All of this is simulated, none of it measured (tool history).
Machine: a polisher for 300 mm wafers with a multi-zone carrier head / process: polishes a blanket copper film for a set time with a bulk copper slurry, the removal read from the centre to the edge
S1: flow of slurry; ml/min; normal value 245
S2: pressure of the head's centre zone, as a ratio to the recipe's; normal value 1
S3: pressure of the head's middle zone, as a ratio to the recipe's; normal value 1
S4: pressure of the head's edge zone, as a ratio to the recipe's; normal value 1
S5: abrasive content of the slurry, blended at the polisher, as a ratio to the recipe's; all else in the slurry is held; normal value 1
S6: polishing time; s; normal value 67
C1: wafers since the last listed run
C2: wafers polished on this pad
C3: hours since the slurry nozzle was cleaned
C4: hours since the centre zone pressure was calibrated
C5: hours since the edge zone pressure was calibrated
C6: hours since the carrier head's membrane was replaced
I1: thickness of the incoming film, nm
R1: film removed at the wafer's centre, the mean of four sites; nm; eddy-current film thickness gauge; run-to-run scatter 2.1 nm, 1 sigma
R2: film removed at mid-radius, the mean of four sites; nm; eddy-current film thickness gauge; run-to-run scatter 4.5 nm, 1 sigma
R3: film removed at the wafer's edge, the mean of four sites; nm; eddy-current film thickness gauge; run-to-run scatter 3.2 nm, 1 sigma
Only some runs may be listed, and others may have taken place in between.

{"run": 1, "hour": 0.0, "S1": 245, "S2": 1, "S3": 1, "S4": 1, "S5": 1, "S6": 50, "C1": 0, "C2": 2886, "C3": 97.8, "C4": 42.7, "C5": 35.8, "C6": 889.9, "I1": 2098.3, "R1": 251, "R2": 270.4, "R3": 258.6}
{"run": 2, "hour": 63.1, "S1": 245, "S2": 1, "S3": 1, "S4": 1, "S5": 1, "S6": 67, "C1": 582, "C2": 3469, "C3": 160.9, "C4": 105.8, "C5": 98.9, "C6": 953, "I1": 2091, "R1": 335.7, "R2": 358.9, "R3": 346.8}
{"run": 3, "hour": 167.4, "S1": 215, "S2": 1, "S3": 1.08, "S4": 1, "S5": 1, "S6": 67, "C1": 963, "C2": 4432, "C3": 265.2, "C4": 210.1, "C5": 203.2, "C6": 1057.3, "I1": 2070.9, "R1": 326.1, "R2": 376.7, "R3": 335.5}
{"run": 4, "hour": 195.4, "S1": 245, "S2": 1.05, "S3": 1, "S4": 1, "S5": 1.25, "S6": 67, "C1": 258, "C2": 4691, "C3": 293.2, "C4": 238.1, "C5": 231.2, "C6": 1085.3, "I1": 2074.3, "R1": 359.8, "R2": 372.4, "R3": 365.1}
{"hour": 212.9, "done": "worn pad replaced by a new one"}
{"run": 5, "hour": 230.7, "S1": 245, "S2": 1, "S3": 1, "S4": 1, "S5": 1, "S6": 67, "C1": 289, "C2": 164, "C3": 328.5, "C4": 273.4, "C5": 266.5, "C6": 1120.6, "I1": 2097.5, "R1": 330.9, "R2": 357.4, "R3": 346.8}
{"hour": 240.4, "done": "carrier head's membrane replaced by a new one"}
{"run": 6, "hour": 266.4, "S1": 280, "S2": 1.11, "S3": 1, "S4": 1, "S5": 1, "S6": 67, "C1": 283, "C2": 447, "C3": 364.2, "C4": 309.1, "C5": 302.2, "C6": 26, "I1": 2091.9, "R1": 358.7, "R2": 376.6, "R3": 352.4}
{"run": 7, "hour": 333.9, "S1": 270, "S2": 1, "S3": 1, "S4": 1, "S5": 1.2, "S6": 67, "C1": 623, "C2": 1071, "C3": 431.7, "C4": 376.6, "C5": 369.7, "C6": 93.5, "I1": 2032.6, "R1": 346.6, "R2": 375.7, "R3": 362.9}
{"run": 8, "hour": 369.8, "S1": 245, "S2": 1, "S3": 1, "S4": 1.07, "S5": 1.1, "S6": 86, "C1": 331, "C2": 1403, "C3": 467.6, "C4": 412.5, "C5": 405.6, "C6": 129.4, "I1": 2048.7, "R1": 426.5, "R2": 468.9, "R3": 467.8}
{"run": 9, "hour": 407.1, "S1": 245, "S2": 0.97, "S3": 1, "S4": 1, "S5": 1.25, "S6": 67, "C1": 344, "C2": 1747, "C3": 504.9, "C4": 449.8, "C5": 442.9, "C6": 166.7, "I1": 2107.5, "R1": 337, "R2": 373, "R3": 361.1}
{"hour": 416.3, "done": "centre zone pressure recalibrated"}
{"run": 10, "hour": 432.9, "S1": 245, "S2": 1, "S3": 1, "S4": 1, "S5": 1, "S6": 67, "C1": 219, "C2": 1967, "C3": 530.7, "C4": 16.6, "C5": 468.7, "C6": 192.5, "I1": 2045.9, "R1": 343, "R2": 355.6, "R3": 347}
{"run": 11, "hour": 458.2, "S1": 245, "S2": 0.94, "S3": 1.1, "S4": 1, "S5": 1.1, "S6": 67, "C1": 233, "C2": 2201, "C3": 556, "C4": 41.9, "C5": 494, "C6": 217.8, "I1": 2043.4, "R1": 335.6, "R2": 388, "R3": 344.4}
{"run": 12, "hour": 499.9, "S1": 175, "S2": 1.09, "S3": 1.08, "S4": 1, "S5": 1, "S6": 67, "C1": 385, "C2": 2586, "C3": 597.7, "C4": 83.6, "C5": 535.7, "C6": 259.5, "I1": 2055, "R1": 336.9, "R2": 360, "R3": 325.7}
{"run": 13, "hour": 552.5, "S1": 245, "S2": 0.94, "S3": 0.93, "S4": 1, "S5": 1, "S6": 67, "C1": 485, "C2": 3072, "C3": 650.3, "C4": 136.2, "C5": 588.3, "C6": 312.1, "I1": 2069.1, "R1": 316.9, "R2": 342.9, "R3": 347.8}
{"hour": 600.0, "done": "edge zone pressure recalibrated"}
{"run": 14, "hour": 606.6, "S1": 245, "S2": 1, "S3": 1, "S4": 1, "S5": 1.1, "S6": 80, "C1": 481, "C2": 3553, "C3": 704.4, "C4": 190.3, "C5": 6.6, "C6": 366.2, "I1": 2082.2, "R1": 408.9, "R2": 438.8, "R3": 424.7}
{"hour": 624.1, "done": "slurry nozzle cleaned"}
{"run": 15, "hour": 674.5, "S1": 245, "S2": 1, "S3": 1, "S4": 1, "S5": 1, "S6": 58, "C1": 617, "C2": 4171, "C3": 50.4, "C4": 258.2, "C5": 74.5, "C6": 434.1, "I1": 2083.2, "R1": 288, "R2": 304.9, "R3": 295.5}
{"run": 16, "hour": 729.7, "S1": 245, "S2": 1, "S3": 1, "S4": 1, "S5": 0.8, "S6": 86, "C1": 509, "C2": 4681, "C3": 105.6, "C4": 313.4, "C5": 129.7, "C6": 489.3, "I1": 2069.7, "R1": 400.8, "R2": 435.3, "R3": 417.9}
{"hour": 776.2, "done": "worn pad replaced by a new one"}
{"run": 17, "hour": 794.3, "S1": 245, "S2": 1.1, "S3": 1, "S4": 1, "S5": 1, "S6": 67, "C1": 559, "C2": 167, "C3": 170.2, "C4": 378, "C5": 194.3, "C6": 553.9, "I1": 2087.7, "R1": 353.8, "R2": 370.6, "R3": 347.7}
{"run": 18, "hour": 849.2, "S1": 245, "S2": 1, "S3": 1, "S4": 1, "S5": 1, "S6": 88, "C1": 507, "C2": 674, "C3": 225.1, "C4": 432.9, "C5": 249.2, "C6": 608.8, "I1": 2108.1, "R1": 430.5, "R2": 467.1, "R3": 449.4}
{"hour": 926.0, "done": "centre zone pressure recalibrated"}
{"run": 19, "hour": 999.8, "S1": 330, "S2": 1, "S3": 0.94, "S4": 1.03, "S5": 1, "S6": 67, "C1": 1372, "C2": 2047, "C3": 375.7, "C4": 73.8, "C5": 399.8, "C6": 759.4, "I1": 2042.8, "R1": 346.7, "R2": 358.4, "R3": 363.2}
{"run": 20, "hour": 1071.3, "S1": 245, "S2": 1.04, "S3": 1.05, "S4": 1.12, "S5": 0.8, "S6": 67, "C1": 660, "C2": 2707, "C3": 447.2, "C4": 145.3, "C5": 471.3, "C6": 830.9, "I1": 2074, "R1": 325, "R2": 356.9, "R3": 343.3}

5 options for the next run, each taken on its own from the tool as it stands now. Forecast them:
{"run": "A", "hour": 1071.7, "S1": 245, "S2": 1, "S3": 1, "S4": 1, "S5": 1, "S6": 67, "C1": 3, "C2": 2711, "C3": 447.6, "C4": 145.7, "C5": 471.7, "C6": 831.3, "I1": 2073.4, "R1": "?", "R2": "?", "R3": "?"}
{"run": "B", "hour": 1071.7, "S1": 245, "S2": 1, "S3": 0.95, "S4": 0.89, "S5": 0.7, "S6": 86, "C1": 3, "C2": 2711, "C3": 447.6, "C4": 145.7, "C5": 471.7, "C6": 831.3, "I1": 2073.4, "R1": "?", "R2": "?", "R3": "?"}
{"run": "C", "hour": 1071.7, "S1": 245, "S2": 1, "S3": 0.93, "S4": 1, "S5": 1, "S6": 67, "C1": 3, "C2": 2711, "C3": 447.6, "C4": 145.7, "C5": 471.7, "C6": 831.3, "I1": 2073.4, "R1": "?", "R2": "?", "R3": "?"}
{"run": "D", "hour": 1071.7, "S1": 245, "S2": 0.94, "S3": 1, "S4": 1, "S5": 1, "S6": 67, "C1": 3, "C2": 2711, "C3": 447.6, "C4": 145.7, "C5": 471.7, "C6": 831.3, "I1": 2073.4, "R1": "?", "R2": "?", "R3": "?"}
{"run": "E", "hour": 1071.7, "S1": 245, "S2": 0.95, "S3": 1, "S4": 1, "S5": 1, "S6": 77, "C1": 3, "C2": 2711, "C3": 447.6, "C4": 145.7, "C5": 471.7, "C6": 831.3, "I1": 2073.4, "R1": "?", "R2": "?", "R3": "?"}

run=A R1=334.8 R2=361.8 R3=348
run=B R1=399.8 R2=417 R3=393.8
run=C R1=334.7 R2=344 R3=348.3
run=D R1=320.7 R2=361.9 R3=348
run=E R1=371.2 R2=415.9 R3=400
With the hidden condition removed and each run's random variation left untouched, the same runs would have given:
run=A R1=344.4 R2=361.7 R3=348
run=B R1=411.2 R2=417 R3=393.8
run=C R1=344.3 R2=344 R3=348.3
run=D R1=329.8 R2=361.8 R3=348
run=E R1=381.9 R2=415.8 R3=400
